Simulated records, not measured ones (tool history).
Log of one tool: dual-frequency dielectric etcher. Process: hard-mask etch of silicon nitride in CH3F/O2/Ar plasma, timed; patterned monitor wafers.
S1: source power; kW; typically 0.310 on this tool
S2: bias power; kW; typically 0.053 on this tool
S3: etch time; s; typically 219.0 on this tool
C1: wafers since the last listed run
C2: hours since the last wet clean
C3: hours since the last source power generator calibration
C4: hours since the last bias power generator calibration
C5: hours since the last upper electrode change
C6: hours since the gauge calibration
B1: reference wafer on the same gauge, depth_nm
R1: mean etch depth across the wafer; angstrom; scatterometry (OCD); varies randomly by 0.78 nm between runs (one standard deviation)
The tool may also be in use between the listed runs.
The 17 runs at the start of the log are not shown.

{"day": 53.792, "done": "wet clean of the chamber"}
{"run": 18, "day": 54.279, "S1": 0.24, "S2": 0.053, "S3": 219.0, "C1": 168, "C2": 11.7, "C3": 849.6, "C4": 4246.1, "C5": 2558.3, "C6": 318.2, "B1": 144.2, "R1": 1085}
{"day": 55.733, "done": "bias power generator calibrated"}
{"run": 19, "day": 58.317, "S1": 0.31, "S2": 0.053, "S3": 269.0, "C1": 476, "C2": 108.6, "C3": 946.5, "C4": 62.0, "C5": 2655.2, "C6": 415.1, "B1": 143.8, "R1": 1478}
{"run": 20, "day": 61.862, "S1": 0.26, "S2": 0.041, "S3": 242.5, "C1": 436, "C2": 193.7, "C3": 1031.6, "C4": 147.1, "C5": 2740.3, "C6": 500.2, "B1": 144.1, "R1": 1138}
{"run": 21, "day": 63.404, "S1": 0.31, "S2": 0.053, "S3": 219.0, "C1": 189, "C2": 230.7, "C3": 1068.6, "C4": 184.1, "C5": 2777.3, "C6": 537.2, "B1": 144.2, "R1": 1190}
{"run": 22, "day": 65.104, "S1": 0.36, "S2": 0.063, "S3": 219.0, "C1": 209, "C2": 271.5, "C3": 1109.4, "C4": 224.9, "C5": 2818.1, "C6": 578.0, "B1": 144.4, "R1": 1332}
{"run": 23, "day": 67.158, "S1": 0.31, "S2": 0.058, "S3": 219.0, "C1": 252, "C2": 320.8, "C3": 1158.7, "C4": 274.2, "C5": 2867.4, "C6": 627.3, "B1": 144.0, "R1": 1211}
{"run": 24, "day": 69.779, "S1": 0.31, "S2": 0.053, "S3": 167.5, "C1": 322, "C2": 383.7, "C3": 1221.6, "C4": 337.1, "C5": 2930.3, "C6": 690.2, "B1": 143.8, "R1": 905}
{"day": 73.325, "done": "upper electrode replaced"}
{"day": 77.958, "done": "wet clean of the chamber"}
{"run": 25, "day": 78.162, "S1": 0.34, "S2": 0.044, "S3": 187.0, "C1": 786, "C2": 4.9, "C3": 1422.8, "C4": 538.3, "C5": 116.1, "C6": 891.4, "B1": 143.9, "R1": 1034}
{"run": 26, "day": 81.225, "S1": 0.31, "S2": 0.053, "S3": 219.0, "C1": 377, "C2": 78.4, "C3": 1496.3, "C4": 611.8, "C5": 189.6, "C6": 964.9, "B1": 143.8, "R1": 1207}

Forecast run 27:
{"run": 27, "day": 86.667, "S1": 0.28, "S2": 0.057, "S3": 183.5, "C1": 670, "C2": 209.0, "C3": 1626.9, "C4": 742.4, "C5": 320.2, "C6": 1095.5, "B1": "?", "R1": "?"}

Run 27 measured B1 143.7, R1 971 angstrom.
Were there no unlogged condition in the tool, this run, its random variation unchanged, would have produced R1 988 angstrom.

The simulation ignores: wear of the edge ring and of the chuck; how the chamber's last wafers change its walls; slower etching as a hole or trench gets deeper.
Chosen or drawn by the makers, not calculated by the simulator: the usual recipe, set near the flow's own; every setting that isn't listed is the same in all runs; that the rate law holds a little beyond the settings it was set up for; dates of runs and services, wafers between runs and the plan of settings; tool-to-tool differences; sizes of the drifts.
